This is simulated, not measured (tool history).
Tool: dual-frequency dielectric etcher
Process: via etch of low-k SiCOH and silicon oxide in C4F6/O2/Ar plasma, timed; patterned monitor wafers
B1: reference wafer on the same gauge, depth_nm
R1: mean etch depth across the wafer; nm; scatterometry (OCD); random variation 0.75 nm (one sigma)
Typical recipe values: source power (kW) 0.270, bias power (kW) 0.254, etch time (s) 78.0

run 1 day=0.000 | source_power_(kW)=0.270 bias_power_(kW)=0.254 etch_time_(s)=78.0 | B1=235.1 | R1=214.9
run 2 day=0.908 | source_power_(kW)=0.270 bias_power_(kW)=0.254 etch_time_(s)=78.0 | B1=234.9 | R1=214.4
run 3 day=2.196 | source_power_(kW)=0.270 bias_power_(kW)=0.254 etch_time_(s)=78.0 | B1=234.9 | R1=212.4
run 4 day=3.212 | source_power_(kW)=0.270 bias_power_(kW)=0.254 etch_time_(s)=78.0 | B1=235.2 | R1=213.6
run 5 day=4.575 | source_power_(kW)=0.270 bias_power_(kW)=0.254 etch_time_(s)=78.0 | B1=235.1 | R1=212.8
run 6 day=5.638 | source_power_(kW)=0.270 bias_power_(kW)=0.254 etch_time_(s)=78.0 | B1=235.1 | R1=212.2
run 7 day=6.621 | source_power_(kW)=0.270 bias_power_(kW)=0.254 etch_time_(s)=78.0 | B1=234.8 | R1=212.1
run 8 day=7.733 | source_power_(kW)=0.270 bias_power_(kW)=0.254 etch_time_(s)=78.0 | B1=235.2 | R1=211.1
run 9 day=8.746 | source_power_(kW)=0.270 bias_power_(kW)=0.254 etch_time_(s)=78.0 | B1=235.1 | R1=211.2
run 10 day=9.871 | source_power_(kW)=0.310 bias_power_(kW)=0.254 etch_time_(s)=78.0 | B1=234.8 | R1=223.8
run 11 day=10.900 | source_power_(kW)=0.270 bias_power_(kW)=0.290 etch_time_(s)=78.0 | B1=234.9 | R1=218.2
-- day=11.375 source power generator calibrated
run 12 day=12.246 | source_power_(kW)=0.330 bias_power_(kW)=0.298 etch_time_(s)=56.5 | B1=235.0 | R1=173.5
-- day=12.896 gauge calibrated
run 13 day=13.192 | source_power_(kW)=0.230 bias_power_(kW)=0.272 etch_time_(s)=78.0 | B1=235.0 | R1=198.6
-- day=14.292 upper electrode replaced, of another model than before
run 14 day=14.312 | source_power_(kW)=0.240 bias_power_(kW)=0.230 etch_time_(s)=69.0 | B1=235.2 | R1=169.3
run 15 day=15.258 | source_power_(kW)=0.270 bias_power_(kW)=0.301 etch_time_(s)=101.0 | B1=234.7 | R1=277.6
run 16 day=15.829 | source_power_(kW)=0.290 bias_power_(kW)=0.211 etch_time_(s)=99.5 | B1=235.0 | R1=272.7
-- day=17.367 wet clean of the chamber
run 17 day=17.388 | source_power_(kW)=0.270 bias_power_(kW)=0.254 etch_time_(s)=78.0 | B1=235.3 | R1=216.3
run 18 day=18.067 | source_power_(kW)=0.310 bias_power_(kW)=0.254 etch_time_(s)=56.0 | B1=235.1 | R1=168.5
run 19 day=19.208 | source_power_(kW)=0.270 bias_power_(kW)=0.211 etch_time_(s)=78.0 | B1=234.9 | R1=209.6
run 20 day=20.621 | source_power_(kW)=0.220 bias_power_(kW)=0.227 etch_time_(s)=63.5 | B1=235.0 | R1=148.5
run 21 day=21.433 | source_power_(kW)=0.270 bias_power_(kW)=0.254 etch_time_(s)=78.0 | B1=234.9 | R1=213.5
run 22 day=22.871 | source_power_(kW)=0.270 bias_power_(kW)=0.254 etch_time_(s)=63.0 | B1=235.4 | R1=172.3
-- day=23.317 bias power generator calibrated
run 23 day=24.075 | source_power_(kW)=0.240 bias_power_(kW)=0.289 etch_time_(s)=58.0 | B1=235.0 | R1=148.5
run 24 day=25.425 | source_power_(kW)=0.270 bias_power_(kW)=0.299 etch_time_(s)=78.0 | B1=235.0 | R1=216.4
run 25 day=26.712 | source_power_(kW)=0.250 bias_power_(kW)=0.254 etch_time_(s)=68.5 | B1=235.1 | R1=176.1
run 26 day=27.521 | source_power_(kW)=0.270 bias_power_(kW)=0.254 etch_time_(s)=64.5 | B1=235.2 | R1=175.0
run 27 day=28.083 | source_power_(kW)=0.270 bias_power_(kW)=0.254 etch_time_(s)=78.0 | B1=235.2 | R1=210.8
run 28 day=29.562 | source_power_(kW)=0.320 bias_power_(kW)=0.301 etch_time_(s)=64.0 | B1=235.1 | R1=196.2
run 29 day=30.371 | source_power_(kW)=0.270 bias_power_(kW)=0.299 etch_time_(s)=78.0 | B1=234.9 | R1=216.3
run 30 day=31.217 | source_power_(kW)=0.270 bias_power_(kW)=0.254 etch_time_(s)=78.0 | B1=235.0 | R1=210.4
run 31 day=32.317 | source_power_(kW)=0.220 bias_power_(kW)=0.300 etch_time_(s)=68.5 | B1=234.7 | R1=163.5

What if the next run were any one of these 3? Each begins from the tool's condition after run 31:
run A day=32.333 | source_power_(kW)=0.270 bias_power_(kW)=0.254 etch_time_(s)=78.0 | B1=? | R1=?
run B day=32.333 | source_power_(kW)=0.220 bias_power_(kW)=0.230 etch_time_(s)=99.0 | B1=? | R1=?
run C day=32.333 | source_power_(kW)=0.320 bias_power_(kW)=0.207 etch_time_(s)=78.0 | B1=? | R1=?

run=A B1=235.2 R1=210.1
run=B B1=235.2 R1=228.6
run=C B1=235.2 R1=227.2
Had the tool no hidden state, the same runs would have come out as:
run=A R1=217.1
run=B R1=236.3
run=C R1=234.8
